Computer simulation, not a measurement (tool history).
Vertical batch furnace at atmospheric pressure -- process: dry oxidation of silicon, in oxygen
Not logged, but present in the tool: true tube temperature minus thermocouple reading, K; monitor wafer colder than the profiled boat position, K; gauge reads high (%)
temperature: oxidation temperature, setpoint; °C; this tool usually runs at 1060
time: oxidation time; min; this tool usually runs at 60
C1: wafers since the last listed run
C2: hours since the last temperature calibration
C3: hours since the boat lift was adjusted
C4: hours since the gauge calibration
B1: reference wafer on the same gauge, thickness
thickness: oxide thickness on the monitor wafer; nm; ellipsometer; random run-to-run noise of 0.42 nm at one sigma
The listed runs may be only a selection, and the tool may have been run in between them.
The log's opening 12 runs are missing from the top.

At hour 411.6: boat lift adjusted.
Run 13, hour 412.1: usual settings; C1 584; C2 4114.6; C3 0.5; C4 931.7; B1 85.56. Result: thickness 99.68 nm.
Run 14, hour 416.7: usual settings; C1 89; C2 4119.2; C3 5.1; C4 936.3; B1 85.56. Result: thickness 99.18 nm.
At hour 480.3: thermocouples replaced and temperature profile calibrated.
Run 15, hour 496.6: usual settings; C1 1088; C2 16.3; C3 85; C4 1016.2; B1 85.6. Result: thickness 98.91 nm.
Run 16, hour 515.6: usual settings but temperature 1052 °C; C1 369; C2 35.3; C3 104; C4 1035.2; B1 85.56. Result: thickness 94.89 nm.
Run 17, hour 545: usual settings but temperature 1083 °C, time 72.5 min; C1 572; C2 64.7; C3 133.4; C4 1064.6; B1 85.64. Result: thickness 128.87 nm.
Run 18, hour 567.5: usual settings but temperature 1080 °C, time 72 min; C1 438; C2 87.2; C3 155.9; C4 1087.1; B1 85.7. Result: thickness 125.89 nm.
Run 19, hour 595: usual settings; C1 535; C2 114.7; C3 183.4; C4 1114.6; B1 85.59. Result: thickness 99.23 nm.
Run 20, hour 660.5: usual settings but temperature 1039 °C, time 47.5 min; C1 1275; C2 180.2; C3 248.9; C4 1180.1; B1 85.61. Result: thickness 75.36 nm.
At hour 675: gauge calibrated.
Run 21, hour 678.1: usual settings but temperature 1067 °C, time 41.5 min; C1 342; C2 197.8; C3 266.5; C4 3.1; B1 83.84. Result: thickness 81.38 nm.
Run 22, hour 705.3: usual settings but time 39.5 min; C1 529; C2 225; C3 293.7; C4 30.3; B1 84.33. Result: thickness 74.92 nm.
Run 23, hour 755.9: usual settings but temperature 1041 °C, time 39.5 min; C1 985; C2 275.6; C3 344.3; C4 80.9; B1 84.42. Result: thickness 66.63 nm.
Run 24, hour 779.3: usual settings but temperature 1069 °C, time 37 min; C1 455; C2 299; C3 367.7; C4 104.3; B1 84.53. Result: thickness 76.31 nm.
Run 25, hour 794.9: usual settings but temperature 1044 °C, time 74 min; C1 303; C2 314.6; C3 383.3; C4 119.9; B1 84.51. Result: thickness 102 nm.
Run 26, hour 813.8: usual settings; C1 368; C2 333.5; C3 402.2; C4 138.8; B1 84.5. Result: thickness 97.68 nm.
Run 27, hour 832.2: usual settings but temperature 1035 °C, time 42.5 min; C1 358; C2 351.9; C3 420.6; C4 157.2; B1 84.6. Result: thickness 67.88 nm.
Run 28, hour 866.5: usual settings but temperature 1039 °C; C1 667; C2 386.2; C3 454.9; C4 191.5; B1 84.84. Result: thickness 86.73 nm.
Run 29, hour 879.6: usual settings; C1 255; C2 399.3; C3 468; C4 204.6; B1 84.73. Result: thickness 98.32 nm.
Run 30, hour 912.4: usual settings; C1 638; C2 432.1; C3 500.8; C4 237.4; B1 84.82. Result: thickness 99.15 nm.

Alternative continuations, all from the tool just after run 30; predict every row:
Run A, hour 917.1: usual settings but time 69.5 min; C1 91; C2 436.8; C3 505.5; C4 242.1; B1 ?. Result: thickness ?.
Run B, hour 917.1: usual settings but temperature 1076 °C, time 68.5 min; C1 91; C2 436.8; C3 505.5; C4 242.1; B1 ?. Result: thickness ?.
Run C, hour 917.1: usual settings but time 77 min; C1 91; C2 436.8; C3 505.5; C4 242.1; B1 ?. Result: thickness ?.

run     B1  thickness
  A  84.79     107.45
  B  84.79     117.51
  C  84.79     114.56
Without the tool's unlogged condition, the same runs would have read:
run  thickness
  A     106.34
  B     116.29
  C     113.37

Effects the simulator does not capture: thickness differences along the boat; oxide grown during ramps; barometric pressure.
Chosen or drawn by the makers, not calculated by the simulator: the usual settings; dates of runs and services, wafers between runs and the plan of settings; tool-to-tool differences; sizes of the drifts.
